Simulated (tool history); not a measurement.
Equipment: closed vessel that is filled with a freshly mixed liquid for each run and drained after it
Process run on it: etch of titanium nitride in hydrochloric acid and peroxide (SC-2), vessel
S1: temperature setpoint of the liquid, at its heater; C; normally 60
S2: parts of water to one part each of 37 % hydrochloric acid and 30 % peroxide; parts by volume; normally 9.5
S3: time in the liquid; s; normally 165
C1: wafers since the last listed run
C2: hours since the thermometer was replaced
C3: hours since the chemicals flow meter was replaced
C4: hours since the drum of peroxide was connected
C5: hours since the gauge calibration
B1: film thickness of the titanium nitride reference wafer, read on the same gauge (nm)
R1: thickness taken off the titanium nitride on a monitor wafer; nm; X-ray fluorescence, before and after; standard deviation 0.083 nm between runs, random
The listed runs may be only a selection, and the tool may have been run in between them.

run	hour	S1	S2	S3	C1	C2	C3	C4	C5	B1	R1
1	0	60	9.5	165	0	1726.5	663.5	805.4	1685.7	67.74	13.39
2	31.7	60	9.5	165	3239	1758.2	695.2	837.1	1717.4	67.74	13.48
3	61.9	60	9.5	165	3086	1788.4	725.4	867.3	1747.6	67.72	13.56
4	87.1	60	9.5	165	2575	1813.6	750.6	892.5	1772.8	67.71	13.43
# hour 110.8: new drum of peroxide connected
# hour 134.6: thermometer replaced
5	143	60	9.5	165	5508	8.4	806.5	32.2	1828.7	67.72	13.33
# hour 190.5: chemicals flow meter replaced
6	212.6	60	11	165	7010	78	22.1	101.8	1898.3	67.7	12.03
7	253.4	67.5	9.5	115	4169	118.8	62.9	142.6	1939.1	67.69	14.85
# hour 306: gauge calibrated
8	313.5	60	9.5	165	6141	178.9	123	202.7	7.5	70.05	13.89
9	384.7	66	9.5	165	7276	250.1	194.2	273.9	78.7	69.84	20.19
10	452.1	60	9.5	165	6887	317.5	261.6	341.3	146.1	69.64	13.84
11	519.3	63.5	7	165	6867	384.7	328.8	408.5	213.3	69.48	22.14
12	545.8	60	9.5	165	2708	411.2	355.3	435	239.8	69.4	13.79
13	603.4	60	9.5	135	5886	468.8	412.9	492.6	297.4	69.27	11.21
14	665.7	58	11	165	6366	531.1	475.2	554.9	359.7	69.14	10.8
15	701.8	68	9.5	165	3689	567.2	511.3	591	395.8	69.09	22.35
16	877.4	60	9.5	165	17945	742.8	686.9	766.6	571.4	68.8	13.64
17	928.3	56	11.5	200	5201	793.7	737.8	817.5	622.3	68.72	10.98
18	967.2	58	11	165	3975	832.6	776.7	856.4	661.2	68.69	10.73
19	992.9	67	5.5	240	2626	858.3	802.4	882.1	686.9	68.68	47.55
# hour 1010.9: chemicals flow meter replaced
20	1057.9	69	9.5	165	6540	923.3	47	947.1	751.9	68.58	23.59
21	1082.3	60	9.5	165	2493	947.7	71.4	971.5	776.3	68.57	13.58
# hour 1100.7: new drum of peroxide connected
22	1126.1	60	9.5	95	4373	991.5	115.2	25.4	820.1	68.51	7.94
23	1192.5	52.5	9.5	140	6785	1057.9	181.6	91.8	886.5	68.44	7.07
24	1395.9	50	12	165	20786	1261.3	385	295.2	1089.9	68.31	5.8
25	1450.1	52.5	9.5	165	5538	1315.5	439.2	349.4	1144.1	68.28	8.45
26	1486.2	68.5	9.5	120	3689	1351.6	475.3	385.5	1180.2	68.24	16.82
27	1525.1	50.5	9.5	165	3975	1390.5	514.2	424.4	1219.1	68.22	7.33
28	1560	55.5	9.5	165	3566	1425.4	549.1	459.3	1254	68.23	10.27
29	1612	60	9.5	165	5314	1477.4	601.1	511.3	1306	68.17	13.7
30	1663.7	52.5	7.5	100	5283	1529.1	652.8	563	1357.7	68.17	6.13

Predict each of these 3 candidate next runs independently; none follows another, all start after run 30:
A	1664.4	60	9.5	165	71	1529.8	653.5	563.7	1358.4	?	?
B	1664.4	60	5	70	71	1529.8	653.5	563.7	1358.4	?	?
C	1664.4	51.5	12	250	71	1529.8	653.5	563.7	1358.4	?	?

run	B1	R1
A	68.17	13.54
B	68.17	9.43
C	68.17	9.75
Without the tool's hidden state the same runs would have given:
run	R1
A	13.9
B	9.69
C	10.01
